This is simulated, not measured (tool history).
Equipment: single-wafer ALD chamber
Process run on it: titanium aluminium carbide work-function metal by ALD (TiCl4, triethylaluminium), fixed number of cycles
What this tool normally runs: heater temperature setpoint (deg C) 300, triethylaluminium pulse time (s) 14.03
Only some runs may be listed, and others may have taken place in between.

| run | hour | heater temperature setpoint (deg C) | triethylaluminium pulse time (s) | read-back reference wafer on the same gauge, thickness_nm | mean film thickness on the monitor wafer (Å) |
|---|---|---|---|---|---|
| 1 | 0.0 | 300 | 14.03 | 2.022 | 19.69 |
| 2 | 9.8 | 300 | 11.41 | 2.019 | 18.45 |
| 3 | 23.9 | 300 | 11.41 | 2.020 | 18.43 |
| 4 | 35.4 | 300 | 14.03 | 2.022 | 19.51 |
| 5 | 47.0 | 300 | 14.03 | 2.021 | 19.81 |
| 6 | 94.7 | 300 | 14.03 | 2.020 | 19.60 |
| 7 | 110.7 | 312 | 12.46 | 2.019 | 20.25 |
|  | 127.9 | thermocouple changed; heater temperature recalibrated |
| 8 | 128.4 | 312 | 12.46 | 2.017 | 20.16 |
| 9 | 138.8 | 300 | 14.03 | 2.020 | 19.50 |
| 10 | 152.8 | 300 | 14.03 | 2.019 | 19.57 |
| 11 | 167.1 | 300 | 14.03 | 2.020 | 19.30 |
| 12 | 181.5 | 309 | 14.03 | 2.020 | 20.23 |
| 13 | 192.2 | 309 | 14.03 | 2.021 | 20.49 |
| 14 | 198.6 | 292 | 18.38 | 2.019 | 19.33 |
|  | 203.5 | gauge calibrated |
| 15 | 207.8 | 294 | 11.69 | 2.021 | 18.04 |
| 16 | 218.7 | 300 | 14.03 | 2.020 | 19.56 |
| 17 | 226.6 | 313 | 8.55 | 2.017 | 16.02 |
| 18 | 241.6 | 300 | 14.03 | 2.017 | 19.43 |
| 19 | 254.0 | 312 | 14.03 | 2.020 | 20.65 |
|  | 264.8 | triethylaluminium bottle replaced |
| 20 | 265.2 | 293 | 16.02 | 2.019 | 19.48 |
| 21 | 283.1 | 285 | 10.62 | 2.018 | 18.01 |
|  | 311.6 | showerhead replaced, of another model than before |
| 22 | 334.3 | 288 | 14.03 | 2.022 | 19.11 |
| 23 | 346.4 | 315 | 14.03 | 2.018 | 21.50 |
| 24 | 352.5 | 314 | 15.72 | 2.021 | 21.83 |
| 25 | 367.4 | 300 | 18.56 | 2.016 | 20.38 |
| 26 | 376.2 | 311 | 18.09 | 2.022 | 21.38 |
| 27 | 394.4 | 313 | 9.37 | 2.020 | 20.20 |
| 28 | 409.8 | 314 | 15.72 | 2.020 | 21.58 |
| 29 | 424.7 | 304 | 12.37 | 2.021 | 20.24 |
| 30 | 436.7 | 300 | 14.03 | 2.017 | 19.94 |
| 31 | 453.5 | 287 | 10.68 | 2.021 | 18.24 |
| 32 | 463.0 | 300 | 14.03 | 2.020 | 19.92 |
| 33 | 478.5 | 315 | 17.38 | 2.020 | 21.76 |
| 34 | 490.5 | 287 | 9.41 | 2.021 | 17.65 |

Consider 3 possible next runs. They are alternatives, not a sequence: every one starts from the tool as it was left by run 34. What does each give?
| A | 490.9 | 300 | 10.37 | ? | ? |
| B | 490.9 | 314 | 18.87 | ? | ? |
| C | 490.9 | 293 | 17.33 | ? | ? |

| run | read-back reference wafer on the same gauge, thickness_nm | mean film thickness on the monitor wafer (Å) |
|---|---|---|
| A | 2.022 | 19.05 |
| B | 2.022 | 21.59 |
| C | 2.022 | 19.42 |
The same runs, with their run-to-run variation unchanged, on a tool lacking any hidden condition would have given:
| run | mean film thickness on the monitor wafer (Å) |
|---|---|
| A | 19.73 |
| B | 21.69 |
| C | 19.55 |
